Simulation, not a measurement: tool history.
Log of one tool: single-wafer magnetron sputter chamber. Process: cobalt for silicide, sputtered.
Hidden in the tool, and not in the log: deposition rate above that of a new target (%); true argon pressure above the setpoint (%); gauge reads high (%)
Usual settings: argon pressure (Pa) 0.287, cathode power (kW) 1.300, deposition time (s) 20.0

run	hour	argon pressure (Pa)	cathode power (kW)	deposition time (s)	wafers since the last listed run	wafers on the sputter target	hours since the last manometer calibration	hours since the magnet pack was replaced	hours since the gauge calibration	read-back reference wafer on the same gauge, thickness_nm	mean film thickness on the monitor wafer (Å)
1	0.0	0.287	1.300	20.0	0	836	868.6	8225.0	852.7	13.214	130.95
2	62.9	0.287	1.300	20.0	2247	3084	931.5	8287.9	915.6	13.212	130.67
3	151.1	0.287	1.300	20.0	3152	6236	1019.7	8376.1	1003.8	13.204	130.46
4	238.9	0.287	1.300	20.0	3137	9373	1107.5	8463.9	1091.6	13.199	129.26
5	309.0	0.287	1.300	20.0	2505	11879	1177.6	8534.0	1161.7	13.200	129.93
# hour 368.4: sputter target and shields replaced
6	411.7	0.287	1.300	20.0	3384	1546	1280.3	8636.7	1264.4	13.194	132.16
7	467.4	0.287	1.300	20.0	1990	3537	1336.0	8692.4	1320.1	13.199	131.69
8	569.7	0.287	1.300	20.0	3655	7192	1438.3	8794.7	1422.4	13.202	129.79
9	640.0	0.287	1.300	20.0	2512	9705	1508.6	8865.0	1492.7	13.195	130.45
# hour 700.1: sputter target and shields replaced
10	714.8	0.287	1.300	20.0	2387	524	1583.4	8939.8	1567.5	13.188	132.93
11	786.2	0.287	1.300	20.0	2551	3076	1654.8	9011.2	1638.9	13.203	130.38
12	866.3	0.185	1.150	23.1	2862	5938	1734.9	9091.3	1719.0	13.211	136.96
13	948.8	0.287	1.500	20.0	2948	8886	1817.4	9173.8	1801.5	13.188	150.29
# hour 974.0: capacitance manometer re-zeroed and calibrated
14	995.8	0.287	1.300	20.0	1393	10280	21.8	9220.8	1848.5	13.190	130.69
# hour 1062.8: sputter target and shields replaced
15	1069.7	0.287	1.050	20.0	2355	246	95.7	9294.7	1922.4	13.194	106.74

Forecast run 16:
16	1142.8	0.287	1.300	20.0	2612	2858	168.8	9367.8	1995.5	?	?

Run 16 gave read-back reference wafer on the same gauge, thickness_nm 13.220, mean film thickness on the monitor wafer (Å) 130.37.
Without the tool's hidden state the same run would have given mean film thickness on the monitor wafer (Å) 132.15.
